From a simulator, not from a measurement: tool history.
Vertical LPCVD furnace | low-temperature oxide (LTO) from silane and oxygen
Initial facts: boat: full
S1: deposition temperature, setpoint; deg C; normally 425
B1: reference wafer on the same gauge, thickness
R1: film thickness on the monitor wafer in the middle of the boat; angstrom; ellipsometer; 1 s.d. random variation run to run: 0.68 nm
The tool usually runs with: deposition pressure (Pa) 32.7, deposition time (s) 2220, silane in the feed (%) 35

run 1 day=0.000 | S1=425 deposition_pressure_(Pa)=32.7 deposition_time_(s)=2220 silane_in_the_feed_(%)=35 | B1=389.18 | R1=4516.9
run 2 day=0.471 | S1=425 deposition_pressure_(Pa)=32.7 deposition_time_(s)=2220 silane_in_the_feed_(%)=35 | B1=389.61 | R1=4532.3
run 3 day=1.171 | S1=425 deposition_pressure_(Pa)=32.7 deposition_time_(s)=2220 silane_in_the_feed_(%)=30 | B1=389.57 | R1=3689.2
run 4 day=1.725 | S1=425 deposition_pressure_(Pa)=32.7 deposition_time_(s)=2220 silane_in_the_feed_(%)=35 | B1=389.93 | R1=4536.7
run 5 day=2.204 | S1=425 deposition_pressure_(Pa)=32.7 deposition_time_(s)=2220 silane_in_the_feed_(%)=35 | B1=390.01 | R1=4536.9
run 6 day=2.775 | S1=425 deposition_pressure_(Pa)=32.7 deposition_time_(s)=2220 silane_in_the_feed_(%)=33 | B1=390.50 | R1=4203.7
run 7 day=3.104 | S1=425 deposition_pressure_(Pa)=32.7 deposition_time_(s)=2220 silane_in_the_feed_(%)=33 | B1=390.50 | R1=4212.8
-- day=4.138 silane flow controller replaced
run 8 day=5.108 | S1=425 deposition_pressure_(Pa)=32.7 deposition_time_(s)=2220 silane_in_the_feed_(%)=35 | B1=391.34 | R1=4535.4
run 9 day=5.792 | S1=425 deposition_pressure_(Pa)=32.7 deposition_time_(s)=2220 silane_in_the_feed_(%)=35 | B1=391.24 | R1=4549.0
run 10 day=6.238 | S1=425 deposition_pressure_(Pa)=32.7 deposition_time_(s)=2220 silane_in_the_feed_(%)=35 | B1=391.34 | R1=4554.6
run 11 day=6.608 | S1=425 deposition_pressure_(Pa)=32.7 deposition_time_(s)=2220 silane_in_the_feed_(%)=35 | B1=391.78 | R1=4562.6
run 12 day=7.008 | S1=425 deposition_pressure_(Pa)=32.7 deposition_time_(s)=2220 silane_in_the_feed_(%)=35 | B1=391.58 | R1=4568.5
run 13 day=7.667 | S1=437 deposition_pressure_(Pa)=38.0 deposition_time_(s)=2670 silane_in_the_feed_(%)=37 | B1=391.82 | R1=7700.7
run 14 day=7.954 | S1=416 deposition_pressure_(Pa)=27.3 deposition_time_(s)=2220 silane_in_the_feed_(%)=39 | B1=392.13 | R1=3969.9
run 15 day=8.317 | S1=425 deposition_pressure_(Pa)=40.0 deposition_time_(s)=2220 silane_in_the_feed_(%)=35 | B1=392.18 | R1=5584.4
run 16 day=8.692 | S1=425 deposition_pressure_(Pa)=40.0 deposition_time_(s)=2880 silane_in_the_feed_(%)=35 | B1=392.15 | R1=7260.5
-- day=9.642 gauge calibrated
-- day=10.221 thermocouples replaced and temperature profile calibrated
-- day=10.238 pressure gauge zeroed
run 17 day=10.258 | S1=437 deposition_pressure_(Pa)=30.0 deposition_time_(s)=2220 silane_in_the_feed_(%)=35 | B1=389.59 | R1=4692.6
run 18 day=10.421 | S1=425 deposition_pressure_(Pa)=32.7 deposition_time_(s)=2550 silane_in_the_feed_(%)=35 | B1=389.24 | R1=5185.2
run 19 day=10.583 | S1=421 deposition_pressure_(Pa)=37.3 deposition_time_(s)=2220 silane_in_the_feed_(%)=35 | B1=389.29 | R1=4978.7
run 20 day=12.292 | S1=425 deposition_pressure_(Pa)=40.0 deposition_time_(s)=3030 silane_in_the_feed_(%)=42 | B1=390.06 | R1=9330.8
run 21 day=12.875 | S1=425 deposition_pressure_(Pa)=32.7 deposition_time_(s)=3090 silane_in_the_feed_(%)=35 | B1=390.15 | R1=6314.8

Difference, measured minus no-hidden-state, one row per run. Run-to-run variation is common to both terms; the gauge's own scatter need not be:
The tool's hidden condition here consists of: true tube temperature minus thermocouple reading, K; true pressure minus gauge reading, mTorr; deviation of the silane flow from its setpoint, %; gauge reads high (%).
run=1 R1=+4.6
run=2 R1=+6.5
run=3 R1=+7.5
run=4 R1=+11.4
run=5 R1=+13.2
run=6 R1=+14.3
run=7 R1=+15.5
run=8 R1=+24.3
run=9 R1=+27.0
run=10 R1=+28.7
run=11 R1=+30.2
run=12 R1=+31.8
run=13 R1=+57.8
run=14 R1=+30.8
run=15 R1=+45.0
run=16 R1=+60.8
run=17 R1=+3.9
run=18 R1=+5.1
run=19 R1=+5.5
run=20 R1=+23.8
run=21 R1=+19.3
